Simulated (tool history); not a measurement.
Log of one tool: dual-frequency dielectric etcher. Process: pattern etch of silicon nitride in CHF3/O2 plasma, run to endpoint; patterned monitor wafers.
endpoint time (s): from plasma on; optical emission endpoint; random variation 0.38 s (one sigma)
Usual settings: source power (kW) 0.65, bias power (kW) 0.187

| run | hour | source power (kW) | bias power (kW) | wafers since the last listed run | hours since the last wet clean | hours since the last source power generator calibration | hours since the last bias power generator calibration | hours since the last upper electrode change | incoming incoming film thickness, nm | endpoint time (s) |
|---|---|---|---|---|---|---|---|---|---|---|
| 1 | 0 | 0.55 | 0.187 | 0 | 186 | 4449.9 | 3780.2 | 6125.5 | 77 | 50.7 |
| 2 | 12.3 | 0.65 | 0.187 | 153 | 198.3 | 4462.2 | 3792.5 | 6137.8 | 75.9 | 47 |
| 3 | 19.7 | 0.65 | 0.187 | 92 | 205.7 | 4469.6 | 3799.9 | 6145.2 | 76.3 | 46.4 |
| 4 | 26.9 | 0.65 | 0.187 | 89 | 212.9 | 4476.8 | 3807.1 | 6152.4 | 76.1 | 46.5 |
| 5 | 34.6 | 0.65 | 0.187 | 95 | 220.6 | 4484.5 | 3814.8 | 6160.1 | 76.6 | 46.7 |
| 6 | 51.4 | 0.65 | 0.187 | 209 | 237.4 | 4501.3 | 3831.6 | 6176.9 | 77 | 46.9 |
| 7 | 62.6 | 0.65 | 0.187 | 139 | 248.6 | 4512.5 | 3842.8 | 6188.1 | 75.8 | 46 |
| 8 | 76.6 | 0.65 | 0.187 | 174 | 262.6 | 4526.5 | 3856.8 | 6202.1 | 76.6 | 46.4 |
|  | 105.5 | upper electrode replaced |
| 9 | 106 | 0.65 | 0.187 | 67 | 292 | 4555.9 | 3886.2 | 0.5 | 76.2 | 45.7 |
| 10 | 106.4 | 0.65 | 0.187 | 4 | 292.4 | 4556.3 | 3886.6 | 0.9 | 77 | 45.9 |
|  | 135.1 | source power generator calibrated |
|  | 144.3 | wet clean of the chamber |
| 11 | 145.2 | 0.65 | 0.187 | 319 | 0.9 | 10.1 | 3925.4 | 39.7 | 76.4 | 48 |
| 12 | 157.8 | 0.55 | 0.187 | 156 | 13.5 | 22.7 | 3938 | 52.3 | 76.3 | 51.2 |
| 13 | 175.3 | 0.74 | 0.163 | 217 | 31 | 40.2 | 3955.5 | 69.8 | 76.1 | 46 |
| 14 | 182.2 | 0.72 | 0.227 | 85 | 37.9 | 47.1 | 3962.4 | 76.7 | 76.6 | 43.2 |
| 15 | 197.3 | 0.72 | 0.227 | 187 | 53 | 62.2 | 3977.5 | 91.8 | 76.7 | 43.3 |
|  | 212 | bias power generator calibrated |
| 16 | 212.5 | 0.65 | 0.187 | 139 | 68.2 | 77.4 | 0.5 | 107 | 76.8 | 47.7 |
| 17 | 222.8 | 0.7 | 0.145 | 128 | 78.5 | 87.7 | 10.8 | 117.3 | 76.4 | 50.2 |
| 18 | 237.9 | 0.53 | 0.21 | 187 | 93.6 | 102.8 | 25.9 | 132.4 | 76.8 | 50.3 |
| 19 | 254 | 0.54 | 0.222 | 200 | 109.7 | 118.9 | 42 | 148.5 | 75.6 | 47.4 |
| 20 | 271.4 | 0.65 | 0.218 | 216 | 127.1 | 136.3 | 59.4 | 165.9 | 75.7 | 45.1 |
| 21 | 288 | 0.76 | 0.202 | 206 | 143.7 | 152.9 | 76 | 182.5 | 77.4 | 43.9 |
| 22 | 297.2 | 0.51 | 0.217 | 114 | 152.9 | 162.1 | 85.2 | 191.7 | 76 | 49.5 |
| 23 | 314 | 0.65 | 0.17 | 209 | 169.7 | 178.9 | 102 | 208.5 | 77.6 | 49 |

Measured less the same run without the tool's hidden state. The same run-to-run variation is in both; the gauge's scatter may not be:
The hidden state here: etch rate over this chamber's usual, %; source power that arrives over what is set, %; bias power that arrives over what is set, %.
| run | endpoint time (s) |
|---|---|
| 1 | -1.2 |
| 2 | -1.3 |
| 3 | -1.3 |
| 4 | -1.4 |
| 5 | -1.4 |
| 6 | -1.6 |
| 7 | -1.6 |
| 8 | -1.7 |
| 9 | -1.8 |
| 10 | -1.9 |
| 11 | +0.2 |
| 12 | +0.1 |
| 13 | +0 |
| 14 | +0 |
| 15 | -0.2 |
| 16 | -0.3 |
| 17 | -0.4 |
| 18 | -0.5 |
| 19 | -0.6 |
| 20 | -0.7 |
| 21 | -0.7 |
| 22 | -0.9 |
| 23 | -1 |

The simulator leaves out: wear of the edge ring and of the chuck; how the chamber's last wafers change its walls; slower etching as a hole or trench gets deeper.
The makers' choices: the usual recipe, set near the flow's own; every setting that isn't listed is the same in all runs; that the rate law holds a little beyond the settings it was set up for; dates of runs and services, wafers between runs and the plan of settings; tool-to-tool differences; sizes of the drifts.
